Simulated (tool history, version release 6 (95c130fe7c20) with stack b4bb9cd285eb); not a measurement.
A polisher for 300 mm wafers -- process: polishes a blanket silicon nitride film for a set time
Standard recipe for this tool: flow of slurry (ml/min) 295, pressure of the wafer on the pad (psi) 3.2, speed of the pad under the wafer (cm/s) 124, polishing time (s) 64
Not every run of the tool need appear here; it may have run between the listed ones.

| run | hour | flow of slurry (ml/min) | pressure of the wafer on the pad (psi) | speed of the pad under the wafer (cm/s) | polishing time (s) | wafers since the last listed run | wafers polished on this pad | hours since the slurry nozzle was cleaned | hours since the head pressure was calibrated | incoming thickness of the incoming film, nm | film removed (nm) |
|---|---|---|---|---|---|---|---|---|---|---|---|
| 1 | 0.0 | 295 | 3.9 | 158 | 64 | 0 | 1184 | 187.4 | 541.5 | 586.0 | 174.3 |
| 2 | 29.7 | 295 | 3.2 | 124 | 64 | 355 | 1539 | 217.1 | 571.2 | 592.9 | 126.0 |
| 3 | 55.2 | 295 | 2.6 | 124 | 64 | 304 | 1844 | 242.6 | 596.7 | 593.6 | 104.1 |
| 4 | 73.7 | 295 | 3.2 | 124 | 64 | 221 | 2065 | 261.1 | 615.2 | 599.4 | 124.9 |
| 5 | 109.5 | 295 | 3.2 | 124 | 59 | 428 | 2493 | 296.9 | 651.0 | 596.8 | 115.7 |
|  | 124.7 | worn pad replaced by a new one |
| 6 | 128.6 | 295 | 3.2 | 124 | 59 | 180 | 46 | 316.0 | 670.1 | 592.0 | 120.9 |
| 7 | 161.5 | 295 | 3.2 | 124 | 59 | 393 | 440 | 348.9 | 703.0 | 603.2 | 117.9 |
| 8 | 192.1 | 295 | 3.5 | 152 | 64 | 365 | 806 | 379.5 | 733.6 | 598.2 | 152.1 |
| 9 | 221.7 | 295 | 3.5 | 152 | 64 | 354 | 1160 | 409.1 | 763.2 | 601.2 | 152.8 |
| 10 | 237.0 | 295 | 3.5 | 152 | 64 | 182 | 1343 | 424.4 | 778.5 | 604.2 | 150.3 |
| 11 | 270.5 | 295 | 3.2 | 124 | 64 | 400 | 1743 | 457.9 | 812.0 | 600.0 | 123.3 |
| 12 | 285.2 | 295 | 3.2 | 124 | 64 | 175 | 1919 | 472.6 | 826.7 | 605.4 | 122.4 |
| 13 | 310.8 | 295 | 3.2 | 124 | 64 | 306 | 2225 | 498.2 | 852.3 | 605.7 | 121.7 |
| 14 | 329.7 | 295 | 3.2 | 124 | 64 | 226 | 2451 | 517.1 | 871.2 | 596.2 | 122.4 |
|  | 345.1 | worn pad replaced by a new one |
|  | 347.5 | slurry nozzle cleaned |
| 15 | 357.3 | 295 | 3.2 | 124 | 64 | 270 | 133 | 9.8 | 898.8 | 607.1 | 132.1 |
| 16 | 380.0 | 295 | 3.2 | 124 | 64 | 271 | 405 | 32.5 | 921.5 | 598.9 | 127.4 |
| 17 | 395.1 | 295 | 3.2 | 124 | 64 | 180 | 585 | 47.6 | 936.6 | 599.1 | 127.7 |
| 18 | 414.5 | 215 | 2.2 | 124 | 43 | 232 | 817 | 67.0 | 956.0 | 605.4 | 59.4 |
| 19 | 438.8 | 295 | 3.2 | 124 | 64 | 290 | 1108 | 91.3 | 980.3 | 607.8 | 125.7 |
| 20 | 458.9 | 340 | 4.1 | 138 | 43 | 240 | 1348 | 111.4 | 1000.4 | 598.8 | 115.1 |
| 21 | 471.6 | 295 | 4.1 | 88 | 64 | 151 | 1500 | 124.1 | 1013.1 | 601.3 | 129.1 |
| 22 | 491.6 | 205 | 2.7 | 124 | 64 | 239 | 1739 | 144.1 | 1033.1 | 601.6 | 104.6 |
| 23 | 546.3 | 295 | 3.2 | 124 | 64 | 654 | 2394 | 198.8 | 1087.8 | 597.7 | 122.8 |
|  | 557.5 | worn pad replaced by a new one |
| 24 | 579.8 | 295 | 3.2 | 124 | 53 | 352 | 266 | 232.3 | 1121.3 | 597.0 | 106.4 |
|  | 631.7 | head pressure recalibrated |
| 25 | 657.2 | 295 | 2.1 | 88 | 64 | 901 | 1168 | 309.7 | 25.5 | 586.7 | 70.1 |
| 26 | 675.8 | 295 | 3.2 | 88 | 48 | 222 | 1391 | 328.3 | 44.1 | 607.5 | 77.3 |
| 27 | 697.6 | 295 | 3.2 | 124 | 64 | 260 | 1651 | 350.1 | 65.9 | 590.2 | 123.9 |
| 28 | 730.0 | 360 | 2.2 | 124 | 51 | 387 | 2039 | 382.5 | 98.3 | 600.3 | 71.2 |
| 29 | 745.3 | 295 | 3.2 | 152 | 50 | 182 | 2222 | 397.8 | 113.6 | 605.2 | 108.8 |
|  | 766.2 | worn pad replaced by a new one |
| 30 | 779.9 | 265 | 3.2 | 160 | 64 | 365 | 163 | 432.4 | 148.2 | 595.1 | 152.7 |
| 31 | 849.7 | 295 | 3.2 | 124 | 64 | 834 | 998 | 502.2 | 218.0 | 594.1 | 128.2 |
| 32 | 878.6 | 295 | 2.3 | 124 | 64 | 345 | 1344 | 531.1 | 246.9 | 598.5 | 93.4 |
| 33 | 898.9 | 400 | 3.6 | 138 | 64 | 242 | 1587 | 551.4 | 267.2 | 607.3 | 151.8 |
| 34 | 916.7 | 295 | 3.2 | 88 | 83 | 212 | 1800 | 569.2 | 285.0 | 597.0 | 132.9 |
| 35 | 943.8 | 380 | 3.2 | 124 | 80 | 324 | 2124 | 596.3 | 312.1 | 592.6 | 156.4 |
| 36 | 967.9 | 340 | 3.2 | 136 | 53 | 288 | 2412 | 620.4 | 336.2 | 602.1 | 108.4 |
|  | 986.2 | slurry nozzle cleaned |
|  | 1002.0 | worn pad replaced by a new one |
| 37 | 1002.5 | 400 | 3.6 | 138 | 64 | 354 | 6 | 16.3 | 370.8 | 593.0 | 163.7 |

Hidden state or all else? Some run-to-run changes of film removed (nm), split into what the settings, what came in and random variation would give without the hidden state, and what is left for the hidden state (with any gauge scatter that isn't in both results):
Hidden state present: removal rate lost through wear of the pad, %; slurry flow missing at the pad, %; deviation of the head's pressure from its setpoint, %.
Run 5 -> 6: worn pad replaced by a new one. film removed (nm) +5.2: hidden state +6.7, all else -1.5.
Run 14 -> 15: worn pad replaced by a new one, slurry nozzle cleaned. film removed (nm) +9.7: hidden state +8.7, all else +1.0.
Run 17 -> 18: flow of slurry (ml/min) 295 -> 215, pressure of the wafer on the pad (psi) 3.2 -> 2.2, polishing time (s) 64 -> 43. film removed (nm) -68.3: hidden state +2.2, all else -70.5.
Run 18 -> 19: flow of slurry (ml/min) 215 -> 295, pressure of the wafer on the pad (psi) 2.2 -> 3.2, polishing time (s) 43 -> 64. film removed (nm) +66.3: hidden state -4.4, all else +70.7.
Run 32 -> 33: flow of slurry (ml/min) 295 -> 400, pressure of the wafer on the pad (psi) 2.3 -> 3.6, speed of the pad under the wafer (cm/s) 124 -> 138. film removed (nm) +58.4: hidden state -4.5, all else +62.9.
Run 36 -> 37: flow of slurry (ml/min) 340 -> 400, pressure of the wafer on the pad (psi) 3.2 -> 3.6, speed of the pad under the wafer (cm/s) 136 -> 138, polishing time (s) 53 -> 64, slurry nozzle cleaned, worn pad replaced by a new one. film removed (nm) +55.3: hidden state +8.2, all else +47.1.
